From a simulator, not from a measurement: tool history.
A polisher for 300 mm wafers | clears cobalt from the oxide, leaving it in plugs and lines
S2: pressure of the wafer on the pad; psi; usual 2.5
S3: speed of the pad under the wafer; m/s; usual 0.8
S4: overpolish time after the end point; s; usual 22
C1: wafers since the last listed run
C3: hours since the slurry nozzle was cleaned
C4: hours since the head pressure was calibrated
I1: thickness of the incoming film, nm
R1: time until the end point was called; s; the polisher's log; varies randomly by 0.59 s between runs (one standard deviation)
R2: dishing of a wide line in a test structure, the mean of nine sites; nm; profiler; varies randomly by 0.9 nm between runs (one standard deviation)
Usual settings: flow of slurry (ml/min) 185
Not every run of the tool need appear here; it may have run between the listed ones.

{"run": 1, "hour": 0.0, "flow of slurry (ml/min)": 185, "S2": 2.5, "S3": 0.8, "S4": 15, "C1": 0, "wafers polished on this pad": 156, "C3": 18.5, "C4": 177.3, "I1": 197.9, "R1": 52.8, "R2": 36.9}
{"run": 2, "hour": 56.8, "flow of slurry (ml/min)": 185, "S2": 2.5, "S3": 0.8, "S4": 15, "C1": 502, "wafers polished on this pad": 659, "C3": 75.3, "C4": 234.1, "I1": 197.8, "R1": 52.8, "R2": 38.5}
{"run": 3, "hour": 258.1, "flow of slurry (ml/min)": 185, "S2": 2.5, "S3": 0.8, "S4": 22, "C1": 1781, "wafers polished on this pad": 2441, "C3": 276.6, "C4": 435.4, "I1": 200.1, "R1": 54.7, "R2": 45.5}
{"hour": 341.1, "done": "head pressure recalibrated"}
{"run": 4, "hour": 346.3, "flow of slurry (ml/min)": 185, "S2": 2.5, "S3": 0.8, "S4": 22, "C1": 763, "wafers polished on this pad": 3204, "C3": 364.8, "C4": 5.2, "I1": 201.1, "R1": 55.8, "R2": 46.2}
{"hour": 390.9, "done": "slurry nozzle cleaned"}
{"run": 5, "hour": 392.6, "flow of slurry (ml/min)": 185, "S2": 2.5, "S3": 0.8, "S4": 22, "C1": 401, "wafers polished on this pad": 3605, "C3": 1.7, "C4": 51.5, "I1": 198, "R1": 51.9, "R2": 47.4}
{"hour": 423.0, "done": "worn pad replaced by a new one"}
{"run": 6, "hour": 467.8, "flow of slurry (ml/min)": 185, "S2": 2.5, "S3": 0.8, "S4": 22, "C1": 630, "wafers polished on this pad": 396, "C3": 76.9, "C4": 126.7, "I1": 201.2, "R1": 52.9, "R2": 47.1}
{"run": 7, "hour": 572.1, "flow of slurry (ml/min)": 185, "S2": 2.5, "S3": 0.8, "S4": 22, "C1": 923, "wafers polished on this pad": 1319, "C3": 181.2, "C4": 231, "I1": 196.3, "R1": 51.6, "R2": 45.5}
{"run": 8, "hour": 650.1, "flow of slurry (ml/min)": 185, "S2": 2.5, "S3": 0.8, "S4": 22, "C1": 690, "wafers polished on this pad": 2009, "C3": 259.2, "C4": 309, "I1": 198.4, "R1": 53.6, "R2": 47}
{"run": 9, "hour": 726.9, "flow of slurry (ml/min)": 185, "S2": 2.9, "S3": 0.8, "S4": 22, "C1": 679, "wafers polished on this pad": 2689, "C3": 336, "C4": 385.8, "I1": 199.2, "R1": 45.8, "R2": 49.1}
{"run": 10, "hour": 782.2, "flow of slurry (ml/min)": 185, "S2": 2.9, "S3": 0.8, "S4": 22, "C1": 489, "wafers polished on this pad": 3179, "C3": 391.3, "C4": 441.1, "I1": 198.5, "R1": 47.6, "R2": 51.3}
{"hour": 790.9, "done": "head pressure recalibrated"}
{"hour": 911.0, "done": "slurry nozzle cleaned"}
{"hour": 943.7, "done": "worn pad replaced by a new one"}
{"run": 11, "hour": 944.2, "flow of slurry (ml/min)": 215, "S2": 2.5, "S3": 0.8, "S4": 22, "C1": 1372, "wafers polished on this pad": 4, "C3": 33.2, "C4": 153.3, "I1": 203.2, "R1": 52.3, "R2": 48.3}
{"run": 12, "hour": 993.8, "flow of slurry (ml/min)": 215, "S2": 2.5, "S3": 0.8, "S4": 22, "C1": 439, "wafers polished on this pad": 443, "C3": 82.8, "C4": 202.9, "I1": 202, "R1": 51.5, "R2": 47.3}
{"run": 13, "hour": 1149.4, "flow of slurry (ml/min)": 215, "S2": 2.5, "S3": 0.8, "S4": 22, "C1": 1377, "wafers polished on this pad": 1821, "C3": 238.4, "C4": 358.5, "I1": 202.9, "R1": 53.5, "R2": 45.9}
{"run": 14, "hour": 1269.2, "flow of slurry (ml/min)": 185, "S2": 2.7, "S3": 0.9, "S4": 22, "C1": 1060, "wafers polished on this pad": 2881, "C3": 358.2, "C4": 478.3, "I1": 197.9, "R1": 45.3, "R2": 48.9}
{"hour": 1290.3, "done": "head pressure recalibrated"}
{"run": 15, "hour": 1321.0, "flow of slurry (ml/min)": 185, "S2": 2.5, "S3": 0.8, "S4": 22, "C1": 440, "wafers polished on this pad": 3322, "C3": 410, "C4": 30.7, "I1": 197.8, "R1": 55.5, "R2": 45.9}
{"hour": 1378.3, "done": "slurry nozzle cleaned"}
{"hour": 1380.6, "done": "worn pad replaced by a new one"}
{"run": 16, "hour": 1407.3, "flow of slurry (ml/min)": 220, "S2": 2.5, "S3": 0.62, "S4": 22, "C1": 734, "wafers polished on this pad": 236, "C3": 29, "C4": 117, "I1": 201.7, "R1": 62, "R2": 43.5}
{"run": 17, "hour": 1591.8, "flow of slurry (ml/min)": 240, "S2": 2.2, "S3": 0.98, "S4": 35, "C1": 1633, "wafers polished on this pad": 1869, "C3": 213.5, "C4": 301.5, "I1": 197.4, "R1": 50.4, "R2": 56.4}
{"run": 18, "hour": 1638.7, "flow of slurry (ml/min)": 140, "S2": 2.5, "S3": 0.8, "S4": 15, "C1": 415, "wafers polished on this pad": 2284, "C3": 260.4, "C4": 348.4, "I1": 198.9, "R1": 55.6, "R2": 36.2}
{"run": 19, "hour": 1692.6, "flow of slurry (ml/min)": 185, "S2": 3.1, "S3": 0.58, "S4": 31, "C1": 477, "wafers polished on this pad": 2761, "C3": 314.3, "C4": 402.3, "I1": 203.8, "R1": 55.3, "R2": 52.9}
{"hour": 1717.3, "done": "head pressure recalibrated"}
{"run": 20, "hour": 1738.6, "flow of slurry (ml/min)": 185, "S2": 2.3, "S3": 0.8, "S4": 22, "C1": 389, "wafers polished on this pad": 3151, "C3": 360.3, "C4": 21.3, "I1": 200.1, "R1": 59.4, "R2": 44.7}
{"hour": 1784.2, "done": "slurry nozzle cleaned"}
{"run": 21, "hour": 1832.8, "flow of slurry (ml/min)": 185, "S2": 2.5, "S3": 0.8, "S4": 22, "C1": 825, "wafers polished on this pad": 3976, "C3": 48.6, "C4": 115.5, "I1": 200.4, "R1": 52.5, "R2": 46.4}
{"hour": 1848.7, "done": "worn pad replaced by a new one"}
{"run": 22, "hour": 1936.5, "flow of slurry (ml/min)": 135, "S2": 2.2, "S3": 0.8, "S4": 32, "C1": 882, "wafers polished on this pad": 777, "C3": 152.3, "C4": 219.2, "I1": 199.9, "R1": 63.6, "R2": 50.5}
{"run": 23, "hour": 2026.0, "flow of slurry (ml/min)": 250, "S2": 2.7, "S3": 0.98, "S4": 18, "C1": 792, "wafers polished on this pad": 1569, "C3": 241.8, "C4": 308.7, "I1": 196.4, "R1": 39.7, "R2": 48.1}
{"run": 24, "hour": 2062.3, "flow of slurry (ml/min)": 185, "S2": 2.5, "S3": 0.8, "S4": 22, "C1": 321, "wafers polished on this pad": 1891, "C3": 278.1, "C4": 345, "I1": 199, "R1": 53.1, "R2": 46}
{"run": 25, "hour": 2104.9, "flow of slurry (ml/min)": 185, "S2": 2.5, "S3": 0.8, "S4": 22, "C1": 377, "wafers polished on this pad": 2268, "C3": 320.7, "C4": 387.6, "I1": 203.3, "R1": 55.8, "R2": 45.5}
{"hour": 2116.1, "done": "head pressure recalibrated"}
{"run": 26, "hour": 2173.9, "flow of slurry (ml/min)": 240, "S2": 2.1, "S3": 1.08, "S4": 33, "C1": 593, "wafers polished on this pad": 2861, "C3": 389.7, "C4": 57.8, "I1": 199.1, "R1": 50.3, "R2": 55.1}
{"hour": 2201.2, "done": "slurry nozzle cleaned"}
{"run": 27, "hour": 2236.2, "flow of slurry (ml/min)": 185, "S2": 3.4, "S3": 0.58, "S4": 10, "C1": 542, "wafers polished on this pad": 3403, "C3": 35, "C4": 120.1, "I1": 200.2, "R1": 49.1, "R2": 30.1}
{"run": 28, "hour": 2309.6, "flow of slurry (ml/min)": 220, "S2": 3, "S3": 0.8, "S4": 32, "C1": 649, "wafers polished on this pad": 4053, "C3": 108.4, "C4": 193.5, "I1": 196.2, "R1": 42.6, "R2": 57.2}

5 options for the next run, each taken on its own from the tool as it stands now. Forecast them:
{"run": "A", "hour": 2310.0, "flow of slurry (ml/min)": 185, "S2": 2.5, "S3": 0.8, "S4": 11, "C1": 3, "wafers polished on this pad": 4057, "C3": 108.8, "C4": 193.9, "I1": 196.6, "R1": "?", "R2": "?"}
{"run": "B", "hour": 2310.0, "flow of slurry (ml/min)": 160, "S2": 2.8, "S3": 0.8, "S4": 22, "C1": 3, "wafers polished on this pad": 4057, "C3": 108.8, "C4": 193.9, "I1": 196.6, "R1": "?", "R2": "?"}
{"run": "C", "hour": 2310.0, "flow of slurry (ml/min)": 185, "S2": 3.2, "S3": 0.8, "S4": 13, "C1": 3, "wafers polished on this pad": 4057, "C3": 108.8, "C4": 193.9, "I1": 196.6, "R1": "?", "R2": "?"}
{"run": "D", "hour": 2310.0, "flow of slurry (ml/min)": 185, "S2": 2.5, "S3": 0.8, "S4": 16, "C1": 3, "wafers polished on this pad": 4057, "C3": 108.8, "C4": 193.9, "I1": 196.6, "R1": "?", "R2": "?"}
{"run": "E", "hour": 2310.0, "flow of slurry (ml/min)": 185, "S2": 1.7, "S3": 0.8, "S4": 22, "C1": 3, "wafers polished on this pad": 4057, "C3": 108.8, "C4": 193.9, "I1": 196.6, "R1": "?", "R2": "?"}

run=A R1=51.6 R2=30.3
run=B R1=47.1 R2=47.8
run=C R1=40.3 R2=39.5
run=D R1=51.6 R2=38.7
run=E R1=75.9 R2=37.3
What these runs would have given with no unlogged condition in the tool:
run=A R1=51.3 R2=30.5
run=B R1=46.8 R2=48
run=C R1=40.1 R2=39.7
run=D R1=51.3 R2=38.8
run=E R1=75.4 R2=37.4
